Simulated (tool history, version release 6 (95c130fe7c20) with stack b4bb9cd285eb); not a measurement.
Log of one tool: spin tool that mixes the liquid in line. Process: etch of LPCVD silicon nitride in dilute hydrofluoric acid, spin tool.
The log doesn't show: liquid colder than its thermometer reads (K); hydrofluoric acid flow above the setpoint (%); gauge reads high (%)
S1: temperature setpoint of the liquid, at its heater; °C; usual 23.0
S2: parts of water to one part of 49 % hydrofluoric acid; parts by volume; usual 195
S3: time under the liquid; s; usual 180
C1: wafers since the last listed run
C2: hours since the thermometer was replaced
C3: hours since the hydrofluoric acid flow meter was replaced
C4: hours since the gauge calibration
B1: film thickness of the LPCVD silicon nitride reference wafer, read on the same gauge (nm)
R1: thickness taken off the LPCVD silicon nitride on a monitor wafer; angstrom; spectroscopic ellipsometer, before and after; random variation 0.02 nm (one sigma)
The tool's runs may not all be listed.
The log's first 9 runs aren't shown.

run 10 hour=446.2 | S1=23.0 S2=195 S3=235 | C1=247 C2=57.3 C3=33.1 C4=2172.8 | B1=140.017 | R1=4.91
-- hour=458.3 gauge calibrated
run 11 hour=472.5 | S1=23.0 S2=195 S3=235 | C1=203 C2=83.6 C3=59.4 C4=14.2 | B1=140.042 | R1=4.87
run 12 hour=502.8 | S1=23.0 S2=195 S3=235 | C1=234 C2=113.9 C3=89.7 C4=44.5 | B1=140.019 | R1=5.19
run 13 hour=547.6 | S1=23.0 S2=195 S3=180 | C1=346 C2=158.7 C3=134.5 C4=89.3 | B1=140.041 | R1=4.13
run 14 hour=615.6 | S1=23.0 S2=285 S3=85 | C1=525 C2=226.7 C3=202.5 C4=157.3 | B1=139.986 | R1=1.28
run 15 hour=655.7 | S1=21.0 S2=95 S3=140 | C1=310 C2=266.8 C3=242.6 C4=197.4 | B1=140.021 | R1=5.38
run 16 hour=712.8 | S1=21.0 S2=195 S3=180 | C1=441 C2=323.9 C3=299.7 C4=254.5 | B1=140.014 | R1=3.33
run 17 hour=759.4 | S1=25.5 S2=165 S3=275 | C1=360 C2=370.5 C3=346.3 C4=301.1 | B1=139.963 | R1=8.04
run 18 hour=816.8 | S1=23.0 S2=195 S3=180 | C1=443 C2=427.9 C3=403.7 C4=358.5 | B1=140.041 | R1=3.67
run 19 hour=849.6 | S1=21.0 S2=245 S3=180 | C1=253 C2=460.7 C3=436.5 C4=391.3 | B1=139.983 | R1=2.87
run 20 hour=903.3 | S1=24.5 S2=195 S3=180 | C1=415 C2=514.4 C3=490.2 C4=445.0 | B1=139.967 | R1=4.29
run 21 hour=966.1 | S1=19.5 S2=105 S3=235 | C1=485 C2=577.2 C3=553.0 C4=507.8 | B1=139.996 | R1=7.02
run 22 hour=1032.5 | S1=27.0 S2=195 S3=290 | C1=513 C2=643.6 C3=619.4 C4=574.2 | B1=140.020 | R1=7.72
run 23 hour=1084.8 | S1=23.0 S2=195 S3=275 | C1=404 C2=695.9 C3=671.7 C4=626.5 | B1=139.978 | R1=6.25
run 24 hour=1260.4 | S1=23.0 S2=130 S3=180 | C1=1357 C2=871.5 C3=847.3 C4=802.1 | B1=140.005 | R1=6.02
run 25 hour=1291.5 | S1=23.0 S2=195 S3=180 | C1=240 C2=902.6 C3=878.4 C4=833.2 | B1=139.962 | R1=4.16
run 26 hour=1357.5 | S1=23.0 S2=95 S3=90 | C1=510 C2=968.6 C3=944.4 C4=899.2 | B1=140.002 | R1=4.01
run 27 hour=1414.2 | S1=19.0 S2=250 S3=280 | C1=438 C2=1025.3 C3=1001.1 C4=955.9 | B1=139.991 | R1=3.68
run 28 hour=1452.1 | S1=26.5 S2=195 S3=180 | C1=293 C2=1063.2 C3=1039.0 C4=993.8 | B1=139.980 | R1=4.56
run 29 hour=1518.6 | S1=23.0 S2=195 S3=180 | C1=514 C2=1129.7 C3=1105.5 C4=1060.3 | B1=139.971 | R1=3.75
run 30 hour=1562.6 | S1=21.0 S2=115 S3=95 | C1=340 C2=1173.7 C3=1149.5 C4=1104.3 | B1=140.019 | R1=3.06
run 31 hour=1632.7 | S1=19.5 S2=195 S3=180 | C1=542 C2=1243.8 C3=1219.6 C4=1174.4 | B1=139.995 | R1=2.98
run 32 hour=1665.6 | S1=26.0 S2=115 S3=75 | C1=254 C2=1276.7 C3=1252.5 C4=1207.3 | B1=140.018 | R1=3.63

Forecast each of these 4 alternatives for the next run:
run A hour=1666.1 | S1=23.0 S2=195 S3=180 | C1=3 C2=1277.2 C3=1253.0 C4=1207.8 | B1=? | R1=?
run B hour=1666.1 | S1=26.0 S2=135 S3=180 | C1=3 C2=1277.2 C3=1253.0 C4=1207.8 | B1=? | R1=?
run C hour=1666.1 | S1=23.0 S2=195 S3=245 | C1=3 C2=1277.2 C3=1253.0 C4=1207.8 | B1=? | R1=?
run D hour=1666.1 | S1=27.0 S2=195 S3=250 | C1=3 C2=1277.2 C3=1253.0 C4=1207.8 | B1=? | R1=?

run=A B1=140.003 R1=3.92
run=B B1=140.003 R1=6.84
run=C B1=140.003 R1=5.33
run=D B1=140.003 R1=7.00
Without the tool's hidden state the same runs would have given:
run=A R1=3.92
run=B R1=6.84
run=C R1=5.33
run=D R1=7.00

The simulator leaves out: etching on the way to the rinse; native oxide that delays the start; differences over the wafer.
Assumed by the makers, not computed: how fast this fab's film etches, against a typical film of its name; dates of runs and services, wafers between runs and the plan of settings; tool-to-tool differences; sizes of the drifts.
